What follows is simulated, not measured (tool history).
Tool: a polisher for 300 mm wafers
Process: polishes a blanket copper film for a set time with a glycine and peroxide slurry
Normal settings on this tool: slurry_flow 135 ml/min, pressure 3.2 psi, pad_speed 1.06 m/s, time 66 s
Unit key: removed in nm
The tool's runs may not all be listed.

| run | hour | slurry_flow | pressure | pad_speed | time | incoming thickness of the incoming film, nm | removed |
|---|---|---|---|---|---|---|---|
| 1 | 0 | 135 | 3.2 | 1.06 | 54 | 1205 | 423.8 |
|  | 22 | worn pad replaced by a new one |
| 2 | 61.8 | 135 | 3.2 | 1.06 | 54 | 1193.1 | 432.7 |
| 3 | 114.7 | 135 | 3.2 | 1.06 | 54 | 1185.2 | 433.2 |
| 4 | 178.7 | 135 | 3.7 | 1.06 | 80 | 1201.7 | 737.3 |
|  | 291.6 | worn pad replaced by a new one |
|  | 295.4 | slurry nozzle cleaned |
| 5 | 339.8 | 135 | 3.7 | 1.06 | 80 | 1199.4 | 768 |
| 6 | 368.9 | 135 | 3.2 | 1.06 | 66 | 1214.8 | 549 |
| 7 | 397.6 | 135 | 3.2 | 1.06 | 66 | 1218.4 | 548.7 |
| 8 | 423.8 | 100 | 4 | 1.06 | 66 | 1215.3 | 636.8 |
|  | 469.3 | head pressure recalibrated |
| 9 | 555.4 | 100 | 4 | 1.06 | 66 | 1196.3 | 588.1 |
|  | 562.4 | worn pad replaced by a new one, of another model than before |
| 10 | 619.2 | 135 | 3.2 | 1.06 | 66 | 1195 | 519.7 |
| 11 | 650.8 | 165 | 2.4 | 1.06 | 66 | 1221.7 | 464.6 |
| 12 | 694.4 | 165 | 2.4 | 1.06 | 66 | 1217.1 | 463.6 |
| 13 | 736.4 | 125 | 3.2 | 1.06 | 66 | 1190.4 | 512.2 |
| 14 | 780.3 | 125 | 3.2 | 1.06 | 66 | 1214.9 | 517.9 |
| 15 | 819.6 | 150 | 2.4 | 1.06 | 66 | 1173.1 | 469.3 |
| 16 | 857.1 | 135 | 2.4 | 1.06 | 79 | 1206.2 | 535.5 |
|  | 879.1 | worn pad replaced by a new one |
| 17 | 886.9 | 155 | 3.2 | 1.32 | 49 | 1219 | 464.6 |
| 18 | 949.7 | 135 | 4.1 | 1.06 | 59 | 1215.7 | 559.3 |
|  | 994.4 | head pressure recalibrated |
| 19 | 995.3 | 135 | 3.5 | 1.06 | 66 | 1207.5 | 531.5 |
| 20 | 1029.1 | 175 | 2.7 | 1.3 | 89 | 1197.9 | 742 |
| 21 | 1057.1 | 135 | 3.2 | 1.06 | 66 | 1201.5 | 514.7 |
|  | 1096.5 | slurry nozzle cleaned |
| 22 | 1112.5 | 135 | 3.2 | 0.74 | 66 | 1192.5 | 448.9 |
| 23 | 1152.9 | 135 | 2.3 | 1.06 | 66 | 1200.1 | 432.4 |
|  | 1189.6 | worn pad replaced by a new one |
| 24 | 1195 | 165 | 2.7 | 1.36 | 54 | 1187.7 | 475.4 |
| 25 | 1237.8 | 135 | 3.2 | 1.06 | 66 | 1200.2 | 540.6 |
| 26 | 1292.2 | 135 | 3.2 | 1.06 | 66 | 1197.4 | 536 |
| 27 | 1319.6 | 135 | 3.2 | 1.06 | 66 | 1192.7 | 540.4 |
| 28 | 1351.6 | 110 | 3.2 | 0.94 | 77 | 1193.8 | 550.7 |
| 29 | 1386.2 | 135 | 3.5 | 1.06 | 78 | 1189.8 | 684.3 |

Branching from run 29: 3 alternative next runs. What would each branch give?
| A | 1386.6 | 135 | 3.2 | 1.06 | 66 | 1213.8 | ? |
| B | 1386.6 | 135 | 3.2 | 1.24 | 66 | 1213.8 | ? |
| C | 1386.6 | 135 | 3.2 | 1.06 | 72 | 1213.8 | ? |

| run | removed |
|---|---|
| A | 545.4 |
| B | 588.9 |
| C | 595 |
What these runs would have given with no unlogged condition in the tool:
| run | removed |
|---|---|
| A | 504.7 |
| B | 544.5 |
| C | 550.6 |
